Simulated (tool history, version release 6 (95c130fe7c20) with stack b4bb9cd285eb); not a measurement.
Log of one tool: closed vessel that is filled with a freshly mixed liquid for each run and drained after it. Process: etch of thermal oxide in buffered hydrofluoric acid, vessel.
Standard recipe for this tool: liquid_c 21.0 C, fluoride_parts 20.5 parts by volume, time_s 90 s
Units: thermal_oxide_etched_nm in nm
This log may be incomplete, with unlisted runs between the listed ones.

run,hour,liquid_c,fluoride_parts,time_s,"read-back film thickness of the thermal oxide reference wafer, read on the same gauge (nm)",thermal_oxide_etched_nm
1,0.0,17.0,20.5,90,89.94,33.37
2,12.5,17.0,20.5,90,89.92,33.45
3,42.2,21.0,20.5,90,89.91,42.31
4,77.9,21.0,20.5,90,89.86,41.42
5,91.6,21.0,20.5,90,89.86,41.98
6,107.4,21.0,20.5,90,89.83,41.75
7,143.3,22.5,20.5,90,89.74,45.35
8,170.5,22.5,20.5,90,89.66,45.66
9,183.0,22.5,20.5,90,89.66,45.33
10,202.5,21.0,20.5,90,89.57,41.53
11,232.0,21.0,20.5,90,89.44,41.79
# hour 245.2: hydrofluoric acid flow meter replaced
12,254.7,21.0,20.5,90,89.36,41.80
13,276.5,22.5,20.5,90,89.21,45.36
14,288.7,17.5,20.5,70,89.20,26.73
15,304.9,25.5,20.5,60,89.09,35.38
# hour 327.9: thermometer replaced
16,328.4,18.0,18.0,65,88.97,28.57
17,354.7,17.5,28.0,90,88.87,27.49
18,371.1,21.0,12.5,125,88.74,92.66
19,405.1,21.0,18.0,125,88.47,64.09
# hour 432.4: gauge calibrated
20,440.0,22.5,20.5,115,89.87,58.20
21,468.6,21.0,20.5,90,89.90,42.04
22,493.2,21.0,28.0,105,89.86,39.58
23,519.6,19.5,14.0,65,89.85,40.10
24,536.6,22.5,27.0,90,89.83,37.54
25,551.8,21.0,27.0,90,89.74,34.50

Branching from run 25: 3 alternative next runs. What would each branch give?
A,552.5,21.0,20.5,75,?,?
B,552.5,25.0,15.0,65,?,?
C,552.5,21.0,16.5,115,?,?

run,"read-back film thickness of the thermal oxide reference wafer, read on the same gauge (nm)",thermal_oxide_etched_nm
A,89.76,34.94
B,89.76,50.97
C,89.76,65.89
With the hidden condition removed and each run's random variation left untouched, the same runs would have given:
run,thermal_oxide_etched_nm
A,35.03
B,51.09
C,66.05
